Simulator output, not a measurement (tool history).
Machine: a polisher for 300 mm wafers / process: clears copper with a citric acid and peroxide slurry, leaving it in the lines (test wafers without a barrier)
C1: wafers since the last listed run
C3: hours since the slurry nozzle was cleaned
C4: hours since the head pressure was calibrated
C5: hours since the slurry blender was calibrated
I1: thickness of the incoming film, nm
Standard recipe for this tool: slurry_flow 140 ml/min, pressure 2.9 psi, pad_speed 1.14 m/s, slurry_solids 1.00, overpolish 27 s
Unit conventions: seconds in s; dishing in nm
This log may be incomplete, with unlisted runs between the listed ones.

Run 1, hour 0.0: usual settings; C1 0; wafers polished on this pad 789; C3 321.3; C4 441.5; C5 226.7; I1 418.2. Result: seconds 199.8 s, dishing 39.1 nm.
Run 2, hour 15.3: usual settings; C1 96; wafers polished on this pad 885; C3 336.6; C4 456.8; C5 242.0; I1 419.9. Result: seconds 198.0 s, dishing 38.8 nm.
Run 3, hour 31.4: usual settings; C1 101; wafers polished on this pad 987; C3 352.7; C4 472.9; C5 258.1; I1 412.7. Result: seconds 195.9 s, dishing 38.6 nm.
At hour 44.6: worn pad replaced by a new one.
Run 4, hour 45.1: usual settings; C1 61; wafers polished on this pad 3; C3 366.4; C4 486.6; C5 271.8; I1 414.3. Result: seconds 195.9 s, dishing 38.6 nm.
Run 5, hour 78.3: usual settings; C1 209; wafers polished on this pad 212; C3 399.6; C4 519.8; C5 305.0; I1 415.7. Result: seconds 198.9 s, dishing 38.1 nm.
Run 6, hour 121.9: usual settings but pad_speed 1.28 m/s, slurry_solids 1.10; C1 275; wafers polished on this pad 488; C3 443.2; C4 563.4; C5 348.6; I1 424.9. Result: seconds 184.1 s, dishing 41.6 nm.
Run 7, hour 137.3: usual settings but pad_speed 1.28 m/s, slurry_solids 1.10; C1 97; wafers polished on this pad 585; C3 458.6; C4 578.8; C5 364.0; I1 412.8. Result: seconds 176.5 s, dishing 43.0 nm.
At hour 143.1: head pressure recalibrated.
Run 8, hour 154.8: usual settings but pressure 2.1 psi, slurry_solids 0.90; C1 97; wafers polished on this pad 683; C3 476.1; C4 11.7; C5 381.5; I1 420.0. Result: seconds 278.9 s, dishing 29.1 nm.
At hour 164.8: slurry blender recalibrated.
Run 9, hour 166.9: usual settings but slurry_flow 110 ml/min, overpolish 23 s; C1 63; wafers polished on this pad 746; C3 488.2; C4 23.8; C5 2.1; I1 426.5. Result: seconds 219.1 s, dishing 30.8 nm.
At hour 169.4: slurry nozzle cleaned.
Run 10, hour 180.9: usual settings but slurry_flow 110 ml/min, overpolish 23 s; C1 82; wafers polished on this pad 829; C3 11.5; C4 37.8; C5 16.1; I1 424.2. Result: seconds 199.9 s, dishing 33.7 nm.
Run 11, hour 192.7: usual settings but pad_speed 1.28 m/s; C1 74; wafers polished on this pad 903; C3 23.3; C4 49.6; C5 27.9; I1 418.4. Result: seconds 168.3 s, dishing 44.9 nm.
Run 12, hour 210.4: usual settings; C1 111; wafers polished on this pad 1015; C3 41.0; C4 67.3; C5 45.6; I1 421.0. Result: seconds 188.4 s, dishing 40.3 nm.
Run 13, hour 220.2: usual settings but slurry_flow 120 ml/min, pad_speed 1.36 m/s; C1 61; wafers polished on this pad 1077; C3 50.8; C4 77.1; C5 55.4; I1 426.1. Result: seconds 170.1 s, dishing 44.4 nm.
Run 14, hour 230.2: usual settings but slurry_flow 125 ml/min, slurry_solids 0.85, overpolish 41 s; C1 63; wafers polished on this pad 1140; C3 60.8; C4 87.1; C5 65.4; I1 414.8. Result: seconds 198.2 s, dishing 54.5 nm.
At hour 237.0: worn pad replaced by a new one, of another model than before.
Run 15, hour 245.5: usual settings but slurry_flow 125 ml/min, pressure 3.7 psi, pad_speed 1.30 m/s, slurry_solids 1.10; C1 71; wafers polished on this pad 53; C3 76.1; C4 102.4; C5 80.7; I1 412.7. Result: seconds 164.8 s, dishing 44.4 nm.
Run 16, hour 265.0: usual settings but pad_speed 0.96 m/s, slurry_solids 0.80, overpolish 21 s; C1 123; wafers polished on this pad 176; C3 95.6; C4 121.9; C5 100.2; I1 416.9. Result: seconds 222.8 s, dishing 28.3 nm.
Run 17, hour 279.7: usual settings but pressure 2.5 psi; C1 92; wafers polished on this pad 269; C3 110.3; C4 136.6; C5 114.9; I1 417.7. Result: seconds 217.5 s, dishing 36.7 nm.
Run 18, hour 305.3: usual settings; C1 161; wafers polished on this pad 431; C3 135.9; C4 162.2; C5 140.5; I1 414.7. Result: seconds 201.2 s, dishing 37.9 nm.
Run 19, hour 320.6: usual settings but slurry_flow 105 ml/min, pad_speed 1.24 m/s, overpolish 32 s; C1 96; wafers polished on this pad 527; C3 151.2; C4 177.5; C5 155.8; I1 426.5. Result: seconds 251.9 s, dishing 36.6 nm.
Run 20, hour 338.5: usual settings but slurry_flow 155 ml/min, pressure 2.3 psi, overpolish 35 s; C1 113; wafers polished on this pad 640; C3 169.1; C4 195.4; C5 173.7; I1 414.5. Result: seconds 217.5 s, dishing 43.2 nm.
Run 21, hour 351.3: usual settings; C1 80; wafers polished on this pad 721; C3 181.9; C4 208.2; C5 186.5; I1 424.7. Result: seconds 215.4 s, dishing 36.2 nm.

Each row is a separate what-if for the run after 21, all from the same tool condition, not one after another. Results?
Run A, hour 351.8: usual settings; C1 3; wafers polished on this pad 724; C3 182.4; C4 208.7; C5 187.0; I1 421.5. Result: seconds ?, dishing ?.
Run B, hour 351.8: usual settings but slurry_flow 170 ml/min, pad_speed 0.98 m/s, slurry_solids 0.85, overpolish 36 s; C1 3; wafers polished on this pad 724; C3 182.4; C4 208.7; C5 187.0; I1 421.5. Result: seconds ?, dishing ?.
Run C, hour 351.8: usual settings but pressure 2.1 psi, slurry_solids 1.10; C1 3; wafers polished on this pad 724; C3 182.4; C4 208.7; C5 187.0; I1 421.5. Result: seconds ?, dishing ?.
Run D, hour 351.8: usual settings but slurry_flow 155 ml/min; C1 3; wafers polished on this pad 724; C3 182.4; C4 208.7; C5 187.0; I1 421.5. Result: seconds ?, dishing ?.

run  seconds  dishing
  A    212.7     37.1
  B    216.5     46.5
  C    243.3     32.8
  D    202.0     38.8
Take away the tool's hidden state, keep each run's random variation, and the runs would have read:
run  seconds  dishing
  A    184.4     41.9
  B    194.7     50.6
  C    210.9     37.0
  D    178.8     42.9
